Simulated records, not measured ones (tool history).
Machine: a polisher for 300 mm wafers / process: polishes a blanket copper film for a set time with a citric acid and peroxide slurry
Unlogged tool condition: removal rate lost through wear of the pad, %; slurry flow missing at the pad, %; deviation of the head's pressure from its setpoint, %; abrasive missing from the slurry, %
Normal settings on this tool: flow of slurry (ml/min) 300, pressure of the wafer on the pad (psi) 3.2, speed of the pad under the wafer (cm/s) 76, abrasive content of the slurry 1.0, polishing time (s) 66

| run | hour | flow of slurry (ml/min) | pressure of the wafer on the pad (psi) | speed of the pad under the wafer (cm/s) | abrasive content of the slurry | polishing time (s) | wafers since the last listed run | wafers polished on this pad | hours since the slurry nozzle was cleaned | hours since the head pressure was calibrated | hours since the slurry blender was calibrated | incoming thickness of the incoming film, nm | film removed (nm) |
|---|---|---|---|---|---|---|---|---|---|---|---|---|---|
| 1 | 0.0 | 300 | 3.2 | 92 | 1.0 | 66 | 0 | 3911 | 380.5 | 607.5 | 726.1 | 1087.2 | 158.4 |
| 2 | 107.7 | 300 | 3.2 | 92 | 1.0 | 66 | 661 | 4572 | 488.2 | 715.2 | 833.8 | 1110.3 | 161.3 |
|  | 170.2 | head pressure recalibrated |
|  | 177.6 | slurry blender recalibrated |
|  | 286.1 | worn pad replaced by a new one |
| 3 | 378.4 | 300 | 2.7 | 76 | 1.0 | 66 | 1612 | 566 | 758.9 | 208.2 | 200.8 | 1107.0 | 105.4 |
|  | 418.8 | slurry nozzle cleaned |
| 4 | 469.7 | 300 | 3.2 | 68 | 1.0 | 66 | 554 | 1121 | 50.9 | 299.5 | 292.1 | 1081.6 | 114.9 |
| 5 | 523.6 | 300 | 3.2 | 68 | 1.0 | 66 | 330 | 1452 | 104.8 | 353.4 | 346.0 | 1102.4 | 115.5 |
| 6 | 627.7 | 300 | 3.2 | 68 | 1.0 | 66 | 639 | 2091 | 208.9 | 457.5 | 450.1 | 1095.0 | 117.4 |
| 7 | 717.3 | 390 | 3.2 | 76 | 1.0 | 44 | 550 | 2641 | 298.5 | 547.1 | 539.7 | 1095.1 | 91.7 |
| 8 | 793.8 | 300 | 3.7 | 54 | 1.0 | 88 | 469 | 3111 | 375.0 | 623.6 | 616.2 | 1090.4 | 141.1 |
| 9 | 850.5 | 300 | 3.2 | 76 | 1.0 | 51 | 348 | 3459 | 431.7 | 680.3 | 672.9 | 1095.4 | 104.9 |
| 10 | 888.9 | 300 | 3.2 | 76 | 1.0 | 66 | 235 | 3694 | 470.1 | 718.7 | 711.3 | 1094.7 | 133.7 |
|  | 956.2 | head pressure recalibrated |
| 11 | 977.5 | 300 | 3.2 | 76 | 1.0 | 79 | 531 | 4226 | 558.7 | 21.3 | 799.9 | 1101.9 | 144.3 |
| 12 | 1083.1 | 300 | 3.2 | 76 | 1.0 | 66 | 648 | 4874 | 664.3 | 126.9 | 905.5 | 1102.0 | 122.1 |
|  | 1108.9 | slurry blender recalibrated |
|  | 1122.2 | worn pad replaced by a new one |
|  | 1229.0 | slurry nozzle cleaned |
| 13 | 1339.3 | 300 | 3.2 | 76 | 1.0 | 45 | 1529 | 1326 | 110.3 | 383.1 | 230.4 | 1084.6 | 89.9 |
| 14 | 1409.5 | 300 | 3.2 | 76 | 1.0 | 66 | 430 | 1757 | 180.5 | 453.3 | 300.6 | 1088.3 | 134.5 |
| 15 | 1510.5 | 300 | 3.2 | 76 | 1.0 | 46 | 620 | 2377 | 281.5 | 554.3 | 401.6 | 1103.5 | 92.5 |
| 16 | 1601.1 | 405 | 4.0 | 76 | 0.8 | 66 | 556 | 2934 | 372.1 | 644.9 | 492.2 | 1098.6 | 158.3 |
| 17 | 1699.6 | 275 | 3.8 | 54 | 1.2 | 66 | 604 | 3538 | 470.6 | 743.4 | 590.7 | 1102.4 | 113.4 |
| 18 | 1787.7 | 300 | 3.2 | 94 | 1.0 | 66 | 540 | 4079 | 558.7 | 831.5 | 678.8 | 1114.4 | 165.2 |
|  | 1860.3 | head pressure recalibrated |
|  | 1887.2 | slurry blender recalibrated |
| 19 | 1890.6 | 300 | 3.5 | 76 | 1.0 | 66 | 607 | 4686 | 661.6 | 30.3 | 3.4 | 1107.4 | 134.2 |
|  | 1913.4 | worn pad replaced by a new one |
| 20 | 1953.4 | 300 | 3.2 | 76 | 1.0 | 66 | 361 | 245 | 724.4 | 93.1 | 66.2 | 1092.5 | 123.0 |
|  | 2166.3 | slurry nozzle cleaned |
| 21 | 2246.3 | 195 | 3.2 | 76 | 1.0 | 66 | 1792 | 2037 | 80.0 | 386.0 | 359.1 | 1095.2 | 124.9 |
| 22 | 2334.6 | 300 | 4.0 | 76 | 1.2 | 66 | 542 | 2579 | 168.3 | 474.3 | 447.4 | 1099.4 | 163.1 |
| 23 | 2417.6 | 300 | 3.2 | 76 | 1.0 | 66 | 509 | 3089 | 251.3 | 557.3 | 530.4 | 1086.3 | 136.5 |
| 24 | 2456.8 | 300 | 3.2 | 54 | 0.9 | 86 | 240 | 3329 | 290.5 | 596.5 | 569.6 | 1080.1 | 128.1 |

Expected results for the next run?
| 25 | 2515.2 | 300 | 4.0 | 92 | 0.8 | 80 | 358 | 3688 | 348.9 | 654.9 | 628.0 | 1086.2 | ? |

film removed (nm): 231.0
The same run, on a tool lacking any hidden state, would have yielded film removed (nm) 212.9.
